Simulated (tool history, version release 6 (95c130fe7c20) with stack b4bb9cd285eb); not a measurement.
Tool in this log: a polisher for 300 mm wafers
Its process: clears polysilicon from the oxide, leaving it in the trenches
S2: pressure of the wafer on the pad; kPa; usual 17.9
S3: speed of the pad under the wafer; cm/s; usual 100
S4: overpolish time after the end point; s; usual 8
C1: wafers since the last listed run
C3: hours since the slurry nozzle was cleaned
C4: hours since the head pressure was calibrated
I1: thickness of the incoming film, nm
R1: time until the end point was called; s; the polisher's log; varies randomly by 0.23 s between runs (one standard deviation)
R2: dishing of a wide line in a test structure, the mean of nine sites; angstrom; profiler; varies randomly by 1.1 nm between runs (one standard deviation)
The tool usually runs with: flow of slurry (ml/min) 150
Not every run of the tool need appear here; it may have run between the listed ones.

Run 1, hour 0.0: usual settings; C1 0; wafers polished on this pad 321; C3 280.4; C4 158.1; I1 379.5. Result: R1 23.7 s, R2 438 angstrom.
Run 2, hour 56.2: usual settings; C1 510; wafers polished on this pad 831; C3 336.6; C4 214.3; I1 373.7. Result: R1 23.5 s, R2 422 angstrom.
At hour 86.8: slurry nozzle cleaned.
Run 3, hour 107.9: usual settings; C1 460; wafers polished on this pad 1292; C3 21.1; C4 266.0; I1 382.2. Result: R1 24.0 s, R2 425 angstrom.
Run 4, hour 190.4: usual settings; C1 748; wafers polished on this pad 2040; C3 103.6; C4 348.5; I1 384.5. Result: R1 23.6 s, R2 457 angstrom.
Run 5, hour 279.3: usual settings but flow of slurry (ml/min) 135, S2 13.8 kPa; C1 806; wafers polished on this pad 2847; C3 192.5; C4 437.4; I1 381.4. Result: R1 31.2 s, R2 407 angstrom.
At hour 306.4: head pressure recalibrated.
At hour 354.5: worn pad replaced by a new one.
Run 6, hour 387.1: usual settings but flow of slurry (ml/min) 135, S2 13.8 kPa; C1 923; wafers polished on this pad 295; C3 300.3; C4 80.7; I1 378.1. Result: R1 33.7 s, R2 390 angstrom.
At hour 428.2: slurry nozzle cleaned.
Run 7, hour 430.3: usual settings; C1 383; wafers polished on this pad 678; C3 2.1; C4 123.9; I1 380.0. Result: R1 26.5 s, R2 410 angstrom.
Run 8, hour 503.5: usual settings but flow of slurry (ml/min) 135; C1 664; wafers polished on this pad 1343; C3 75.3; C4 197.1; I1 379.2. Result: R1 26.5 s, R2 412 angstrom.
Run 9, hour 558.8: usual settings but flow of slurry (ml/min) 135; C1 501; wafers polished on this pad 1844; C3 130.6; C4 252.4; I1 380.0. Result: R1 27.1 s, R2 414 angstrom.
At hour 632.0: head pressure recalibrated, repeated, since the last time left the tool worse.
Run 10, hour 649.1: usual settings but S2 14.5 kPa; C1 801; wafers polished on this pad 2646; C3 220.9; C4 17.1; I1 375.3. Result: R1 27.5 s, R2 421 angstrom.
Run 11, hour 714.0: usual settings but S2 13.8 kPa; C1 589; wafers polished on this pad 3235; C3 285.8; C4 82.0; I1 385.0. Result: R1 30.2 s, R2 412 angstrom.
At hour 758.3: worn pad replaced by a new one.
At hour 779.2: slurry nozzle cleaned.
Run 12, hour 784.6: usual settings but S2 13.8 kPa; C1 595; wafers polished on this pad 229; C3 5.4; C4 152.6; I1 379.7. Result: R1 29.3 s, R2 400 angstrom.
Run 13, hour 889.8: usual settings; C1 954; wafers polished on this pad 1184; C3 110.6; C4 257.8; I1 383.6. Result: R1 23.1 s, R2 441 angstrom.
Run 14, hour 958.1: usual settings but S2 13.8 kPa; C1 619; wafers polished on this pad 1804; C3 178.9; C4 326.1; I1 381.8. Result: R1 30.6 s, R2 386 angstrom.
Run 15, hour 1015.3: usual settings but S3 84 cm/s, S4 5 s; C1 519; wafers polished on this pad 2323; C3 236.1; C4 383.3; I1 383.0. Result: R1 26.8 s, R2 344 angstrom.
At hour 1083.5: worn pad replaced by a new one.
Run 16, hour 1114.5: usual settings; C1 864; wafers polished on this pad 281; C3 335.3; C4 482.5; I1 380.5. Result: R1 24.2 s, R2 419 angstrom.
At hour 1126.6: slurry nozzle cleaned.
At hour 1164.1: head pressure recalibrated.
Run 17, hour 1185.2: usual settings; C1 614; wafers polished on this pad 895; C3 58.6; C4 21.1; I1 373.4. Result: R1 21.9 s, R2 451 angstrom.
Run 18, hour 1289.3: usual settings but flow of slurry (ml/min) 200, S2 20.7 kPa, S3 130 cm/s, S4 4 s; C1 944; wafers polished on this pad 1840; C3 162.7; C4 125.2; I1 376.5. Result: R1 15.7 s, R2 391 angstrom.
Run 19, hour 1350.9: usual settings but flow of slurry (ml/min) 115, S2 20.0 kPa; C1 559; wafers polished on this pad 2399; C3 224.3; C4 186.8; I1 378.4. Result: R1 21.0 s, R2 442 angstrom.
Run 20, hour 1430.1: usual settings; C1 718; wafers polished on this pad 3118; C3 303.5; C4 266.0; I1 379.7. Result: R1 23.6 s, R2 439 angstrom.
At hour 1483.7: worn pad replaced by a new one.
At hour 1497.2: slurry nozzle cleaned.
Run 21, hour 1525.2: usual settings but flow of slurry (ml/min) 135, S2 24.1 kPa, S3 136 cm/s, S4 12 s; C1 817; wafers polished on this pad 367; C3 28.0; C4 361.1; I1 374.3. Result: R1 13.9 s, R2 473 angstrom.
Run 22, hour 1579.2: usual settings but S2 13.8 kPa; C1 490; wafers polished on this pad 857; C3 82.0; C4 415.1; I1 377.5. Result: R1 30.8 s, R2 425 angstrom.
Run 23, hour 1659.2: usual settings but flow of slurry (ml/min) 190, S2 13.1 kPa, S3 88 cm/s, S4 5 s; C1 726; wafers polished on this pad 1584; C3 162.0; C4 495.1; I1 378.7. Result: R1 35.6 s, R2 320 angstrom.
At hour 1727.2: head pressure recalibrated.
Run 24, hour 1728.5: usual settings but S4 4 s; C1 610; wafers polished on this pad 2194; C3 231.3; C4 1.3; I1 384.3. Result: R1 22.8 s, R2 347 angstrom.
Run 25, hour 1808.1: usual settings but S3 84 cm/s; C1 722; wafers polished on this pad 2917; C3 310.9; C4 80.9; I1 380.3. Result: R1 25.4 s, R2 423 angstrom.

Run 26 has not been measured yet. What should we expect?
At hour 1827.9: worn pad replaced by a new one.
At hour 1882.4: slurry nozzle cleaned.
Run 26, hour 1896.7: usual settings but S2 15.2 kPa; C1 758; wafers polished on this pad 615; C3 14.3; C4 169.5; I1 378.5. Result: R1 ?, R2 ?.

R1: 27.0 s
R2: 409 angstrom
The same run, on a tool lacking any hidden state, would have yielded R1 26.5 s, R2 411 angstrom.
